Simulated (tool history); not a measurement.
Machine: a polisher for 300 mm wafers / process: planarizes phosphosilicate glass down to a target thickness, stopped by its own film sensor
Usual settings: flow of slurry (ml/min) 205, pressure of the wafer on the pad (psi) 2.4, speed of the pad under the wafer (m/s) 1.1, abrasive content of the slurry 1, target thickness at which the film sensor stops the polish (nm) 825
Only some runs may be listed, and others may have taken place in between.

run   hour  flow of slurry (ml/min)  pressure of the wafer on the pad (psi)  speed of the pad under the wafer (m/s)  abrasive content of the slurry  target thickness at which the film sensor stops the polish (nm)  incoming thickness of the incoming film, nm  time until the film sensor stopped the polish (s)
  1      0                      205                                     2.4                                     1.1                               1                                                              825                                       1479.6                                              129.4
  2   21.9                      205                                     2.4                                     1.1                               1                                                              825                                       1483.6                                              135.9
  3   54.9                      205                                     2.4                                     1.1                               1                                                              825                                       1484.2                                              136.6
      67.4  -- worn pad replaced by a new one
  4   80.3                      205                                     2.4                                     1.1                               1                                                              825                                       1468.1                                                127
  5  102.6                      205                                     2.4                                     1.1                               1                                                              825                                       1467.7                                              131.1
     111.4  -- slurry blender recalibrated
  6  130.5                      205                                     2.4                                     1.1                               1                                                              825                                       1498.1                                              141.9
  7  162.3                      205                                     2.4                                     1.1                               1                                                              825                                       1454.2                                              138.5
     173.7  -- worn pad replaced by a new one
  8  187.8                      205                                     2.9                                     1.1                               1                                                              825                                       1488.3                                              113.9
  9  212.4                      205                                     2.9                                     1.1                               1                                                              825                                         1464                                              112.9
     215.3  -- slurry blender recalibrated
 10  247.2                      205                                     2.4                                     1.1                               1                                                              825                                       1447.7                                              133.4
     258.2  -- conditioning disc replaced and pad reconditioned
 11  264.8                      255                                     2.4                                    0.98                            0.75                                                              825                                       1480.4                                              158.9
       273  -- worn pad replaced by a new one
 12  293.8                      205                                     2.9                                     1.1                               1                                                              825                                       1477.6                                              106.6
       307  -- slurry nozzle cleaned
     321.6  -- slurry blender recalibrated
 13  325.3                      270                                     2.4                                    1.36                             0.8                                                              891                                       1487.5                                              107.7
     344.7  -- head pressure recalibrated
 14  349.6                      205                                     2.4                                     1.1                             1.1                                                              623                                       1477.7                                              167.8
     367.3  -- worn pad replaced by a new one
 15  371.5                      250                                     2.4                                     1.1                               1                                                              825                                       1475.8                                              120.7
 16  402.1                      205                                     2.4                                     1.1                               1                                                              825                                       1510.7                                              138.3
     426.1  -- slurry blender recalibrated
 17  427.6                      205                                     2.8                                     1.1                               1                                                              825                                       1496.2                                              116.7
 18  441.3                      205                                     2.4                                     1.1                             0.8                                                              825                                       1479.4                                              153.6

Run 19 has not been measured yet. What should we expect?
     462.9  -- worn pad replaced by a new one
 19  470.1                      165                                       2                                    0.88                               1                                                              825                                       1460.7                                                  ?

Run 19 measured time until the film sensor stopped the polish (s) 186.3.
Without the tool's hidden state the same run would have given time until the film sensor stopped the polish (s) 171.6.

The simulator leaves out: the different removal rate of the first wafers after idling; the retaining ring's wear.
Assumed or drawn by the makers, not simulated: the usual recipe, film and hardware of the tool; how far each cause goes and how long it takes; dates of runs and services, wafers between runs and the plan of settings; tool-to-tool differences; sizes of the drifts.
